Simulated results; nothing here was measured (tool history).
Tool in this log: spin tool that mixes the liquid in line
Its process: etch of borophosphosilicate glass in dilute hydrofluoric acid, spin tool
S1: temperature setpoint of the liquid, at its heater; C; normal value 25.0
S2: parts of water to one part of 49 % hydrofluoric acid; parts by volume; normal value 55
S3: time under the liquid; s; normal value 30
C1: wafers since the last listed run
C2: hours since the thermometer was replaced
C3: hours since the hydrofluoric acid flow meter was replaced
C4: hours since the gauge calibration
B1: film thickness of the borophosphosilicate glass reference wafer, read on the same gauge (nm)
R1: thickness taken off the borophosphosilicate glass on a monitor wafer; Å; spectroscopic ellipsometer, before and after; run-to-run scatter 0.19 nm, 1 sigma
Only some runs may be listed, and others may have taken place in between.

{"run": 1, "hour": 0.0, "S1": 25.0, "S2": 55, "S3": 30, "C1": 0, "C2": 1143.1, "C3": 1353.5, "C4": 987.7, "B1": 110.0, "R1": 397.2}
{"run": 2, "hour": 89.7, "S1": 25.0, "S2": 55, "S3": 30, "C1": 1355, "C2": 1232.8, "C3": 1443.2, "C4": 1077.4, "B1": 109.98, "R1": 396.0}
{"run": 3, "hour": 174.3, "S1": 25.0, "S2": 55, "S3": 30, "C1": 1278, "C2": 1317.4, "C3": 1527.8, "C4": 1162.0, "B1": 110.02, "R1": 396.0}
{"run": 4, "hour": 248.9, "S1": 25.0, "S2": 55, "S3": 30, "C1": 1127, "C2": 1392.0, "C3": 1602.4, "C4": 1236.6, "B1": 109.98, "R1": 397.0}
{"run": 5, "hour": 294.7, "S1": 25.0, "S2": 55, "S3": 30, "C1": 692, "C2": 1437.8, "C3": 1648.2, "C4": 1282.4, "B1": 110.0, "R1": 394.8}
{"run": 6, "hour": 399.9, "S1": 25.0, "S2": 75, "S3": 40, "C1": 1589, "C2": 1543.0, "C3": 1753.4, "C4": 1387.6, "B1": 110.0, "R1": 376.3}
{"run": 7, "hour": 475.3, "S1": 25.0, "S2": 75, "S3": 40, "C1": 1139, "C2": 1618.4, "C3": 1828.8, "C4": 1463.0, "B1": 110.03, "R1": 373.7}
{"run": 8, "hour": 572.0, "S1": 25.0, "S2": 75, "S3": 40, "C1": 1461, "C2": 1715.1, "C3": 1925.5, "C4": 1559.7, "B1": 109.99, "R1": 372.7}
{"run": 9, "hour": 633.7, "S1": 22.5, "S2": 70, "S3": 30, "C1": 932, "C2": 1776.8, "C3": 1987.2, "C4": 1621.4, "B1": 110.0, "R1": 273.8}
{"run": 10, "hour": 707.6, "S1": 22.5, "S2": 70, "S3": 30, "C1": 1116, "C2": 1850.7, "C3": 2061.1, "C4": 1695.3, "B1": 110.04, "R1": 272.2}
{"run": 11, "hour": 758.1, "S1": 22.5, "S2": 70, "S3": 30, "C1": 763, "C2": 1901.2, "C3": 2111.6, "C4": 1745.8, "B1": 110.0, "R1": 271.7}
{"run": 12, "hour": 845.1, "S1": 25.0, "S2": 55, "S3": 30, "C1": 1314, "C2": 1988.2, "C3": 2198.6, "C4": 1832.8, "B1": 110.0, "R1": 390.7}
{"run": 13, "hour": 951.7, "S1": 25.0, "S2": 55, "S3": 30, "C1": 1610, "C2": 2094.8, "C3": 2305.2, "C4": 1939.4, "B1": 110.0, "R1": 387.0}
{"hour": 974.6, "done": "hydrofluoric acid flow meter replaced"}
{"run": 14, "hour": 998.1, "S1": 21.0, "S2": 40, "S3": 15, "C1": 686, "C2": 2141.2, "C3": 23.5, "C4": 1985.8, "B1": 109.99, "R1": 245.0}
{"hour": 1058.3, "done": "gauge calibrated"}
{"run": 15, "hour": 1096.1, "S1": 25.0, "S2": 55, "S3": 45, "C1": 1480, "C2": 2239.2, "C3": 121.5, "C4": 37.8, "B1": 109.99, "R1": 614.9}
{"run": 16, "hour": 1149.4, "S1": 22.5, "S2": 35, "S3": 20, "C1": 805, "C2": 2292.5, "C3": 174.8, "C4": 91.1, "B1": 109.98, "R1": 394.6}
{"run": 17, "hour": 1237.3, "S1": 30.0, "S2": 70, "S3": 35, "C1": 1328, "C2": 2380.4, "C3": 262.7, "C4": 179.0, "B1": 109.99, "R1": 446.6}
{"run": 18, "hour": 1318.0, "S1": 23.0, "S2": 75, "S3": 30, "C1": 1219, "C2": 2461.1, "C3": 343.4, "C4": 259.7, "B1": 109.99, "R1": 268.1}
{"run": 19, "hour": 1560.9, "S1": 25.0, "S2": 55, "S3": 20, "C1": 3670, "C2": 2704.0, "C3": 586.3, "C4": 502.6, "B1": 109.97, "R1": 268.6}
{"run": 20, "hour": 1624.0, "S1": 25.0, "S2": 55, "S3": 30, "C1": 953, "C2": 2767.1, "C3": 649.4, "C4": 565.7, "B1": 110.0, "R1": 402.0}
{"run": 21, "hour": 1720.9, "S1": 30.0, "S2": 70, "S3": 35, "C1": 1464, "C2": 2864.0, "C3": 746.3, "C4": 662.6, "B1": 110.0, "R1": 440.7}
{"run": 22, "hour": 1787.9, "S1": 25.0, "S2": 85, "S3": 25, "C1": 1012, "C2": 2931.0, "C3": 813.3, "C4": 729.6, "B1": 109.99, "R1": 208.6}
{"hour": 1853.8, "done": "thermometer replaced"}
{"run": 23, "hour": 1854.7, "S1": 25.0, "S2": 70, "S3": 30, "C1": 994, "C2": 0.9, "C3": 880.1, "C4": 796.4, "B1": 110.01, "R1": 307.5}
{"run": 24, "hour": 1900.3, "S1": 27.5, "S2": 55, "S3": 15, "C1": 689, "C2": 46.5, "C3": 925.7, "C4": 842.0, "B1": 109.99, "R1": 220.6}
{"run": 25, "hour": 1978.5, "S1": 25.0, "S2": 55, "S3": 35, "C1": 1181, "C2": 124.7, "C3": 1003.9, "C4": 920.2, "B1": 110.0, "R1": 464.6}
{"run": 26, "hour": 2071.2, "S1": 25.0, "S2": 55, "S3": 30, "C1": 1400, "C2": 217.4, "C3": 1096.6, "C4": 1012.9, "B1": 110.0, "R1": 398.3}
{"run": 27, "hour": 2157.2, "S1": 27.5, "S2": 55, "S3": 30, "C1": 1299, "C2": 303.4, "C3": 1182.6, "C4": 1098.9, "B1": 109.99, "R1": 441.3}
{"run": 28, "hour": 2258.4, "S1": 23.5, "S2": 55, "S3": 30, "C1": 1529, "C2": 404.6, "C3": 1283.8, "C4": 1200.1, "B1": 110.03, "R1": 372.5}
{"run": 29, "hour": 2440.0, "S1": 25.0, "S2": 55, "S3": 30, "C1": 2744, "C2": 586.2, "C3": 1465.4, "C4": 1381.7, "B1": 110.03, "R1": 393.4}
{"run": 30, "hour": 2495.1, "S1": 25.0, "S2": 65, "S3": 35, "C1": 832, "C2": 641.3, "C3": 1520.5, "C4": 1436.8, "B1": 110.01, "R1": 380.8}
{"run": 31, "hour": 2584.7, "S1": 22.5, "S2": 55, "S3": 30, "C1": 1353, "C2": 730.9, "C3": 1610.1, "C4": 1526.4, "B1": 109.99, "R1": 354.8}

5 options for the next run, each taken on its own from the tool as it stands now. Forecast them:
{"run": "A", "hour": 2585.1, "S1": 25.0, "S2": 55, "S3": 25, "C1": 6, "C2": 731.3, "C3": 1610.5, "C4": 1526.8, "B1": "?", "R1": "?"}
{"run": "B", "hour": 2585.1, "S1": 20.0, "S2": 35, "S3": 20, "C1": 6, "C2": 731.3, "C3": 1610.5, "C4": 1526.8, "B1": "?", "R1": "?"}
{"run": "C", "hour": 2585.1, "S1": 21.0, "S2": 40, "S3": 35, "C1": 6, "C2": 731.3, "C3": 1610.5, "C4": 1526.8, "B1": "?", "R1": "?"}
{"run": "D", "hour": 2585.1, "S1": 21.5, "S2": 55, "S3": 30, "C1": 6, "C2": 731.3, "C3": 1610.5, "C4": 1526.8, "B1": "?", "R1": "?"}
{"run": "E", "hour": 2585.1, "S1": 25.0, "S2": 25, "S3": 30, "C1": 6, "C2": 731.3, "C3": 1610.5, "C4": 1526.8, "B1": "?", "R1": "?"}

run=A B1=110.00 R1=328.8
run=B B1=110.00 R1=344.8
run=C B1=110.00 R1=547.3
run=D B1=110.00 R1=341.7
run=E B1=110.00 R1=906.5
With no hidden state in the tool, these same runs would have given:
run=A R1=348.1
run=B R1=364.3
run=C R1=578.6
run=D R1=361.6
run=E R1=957.7
